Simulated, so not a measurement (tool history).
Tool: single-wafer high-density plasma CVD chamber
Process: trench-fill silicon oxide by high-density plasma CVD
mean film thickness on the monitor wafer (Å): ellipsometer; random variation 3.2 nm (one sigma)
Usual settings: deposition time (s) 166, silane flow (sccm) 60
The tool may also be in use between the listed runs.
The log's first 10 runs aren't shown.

run,hour,deposition time (s),silane flow (sccm),wafers since the last listed run,hours since the silane flow controller was replaced,hours since the gauge calibration,"read-back reference wafer on the same gauge, thickness_nm",mean film thickness on the monitor wafer (Å)
11,472.1,166,60,747,2785.7,465.8,1210.004,10985.57
12,508.5,154,60,411,2822.1,502.2,1209.803,10186.94
13,561.9,154,60,603,2875.5,555.6,1210.259,10159.23
14,630.8,144,60,779,2944.4,624.5,1209.675,9483.45
15,805.9,144,60,1980,3119.5,799.6,1209.748,9407.37
16,855.6,166,54,562,3169.2,849.3,1210.029,9917.69
17,885.7,177,60,340,3199.3,879.4,1210.268,11605.28
18,925.1,152,60,445,3238.7,918.8,1210.021,9898.25
19,951.3,166,60,296,3264.9,945,1210.274,10823.43
20,987.7,166,60,411,3301.3,981.4,1209.753,10810.71
# hour 1044: silane flow controller replaced
21,1050,166,60,614,6,1043.7,1210.428,11237.49
22,1088.6,151,50,436,44.6,1082.3,1210.079,8715.07
23,1138.4,193,60,563,94.4,1132.1,1210.773,13035.73
24,1163.7,158,60,286,119.7,1157.4,1209.562,10631.05
25,1194.7,155,67,350,150.7,1188.4,1209.485,11593.96
26,1228.6,136,60,383,184.6,1222.3,1209.572,9196.88
# hour 1244.7: gauge calibrated
27,1297.2,192,55,775,253.2,52.5,1210.406,12011.72
28,1332.3,144,66,396,288.3,87.6,1209.647,10616.01
29,1480.8,166,49,1679,436.8,236.1,1210.273,9419
30,1549.1,175,64,772,505.1,304.4,1209.543,12562.13
31,1586.7,138,71,425,542.7,342,1209.459,10888.5
32,1629.2,166,49,480,585.2,384.5,1209.754,9418.05
33,1663.4,191,60,386,619.4,418.7,1210.25,12877.85

5 ways to go on from here, each from the tool as it stands after run 33. What would each give?
A,1663.8,166,60,4,619.8,419.1,?,?
B,1663.8,184,50,4,619.8,419.1,?,?
C,1663.8,152,72,4,619.8,419.1,?,?
D,1663.8,153,52,4,619.8,419.1,?,?
E,1663.8,147,49,4,619.8,419.1,?,?

run,"read-back reference wafer on the same gauge, thickness_nm",mean film thickness on the monitor wafer (Å)
A,1209.954,11191.38
B,1209.954,10582.75
C,1209.954,12053.83
D,1209.954,9102.82
E,1209.954,8309.13
Without the tool's hidden state the same runs would have given:
run,mean film thickness on the monitor wafer (Å)
A,11312.97
B,10697.73
C,12184.79
D,9201.72
E,8399.4

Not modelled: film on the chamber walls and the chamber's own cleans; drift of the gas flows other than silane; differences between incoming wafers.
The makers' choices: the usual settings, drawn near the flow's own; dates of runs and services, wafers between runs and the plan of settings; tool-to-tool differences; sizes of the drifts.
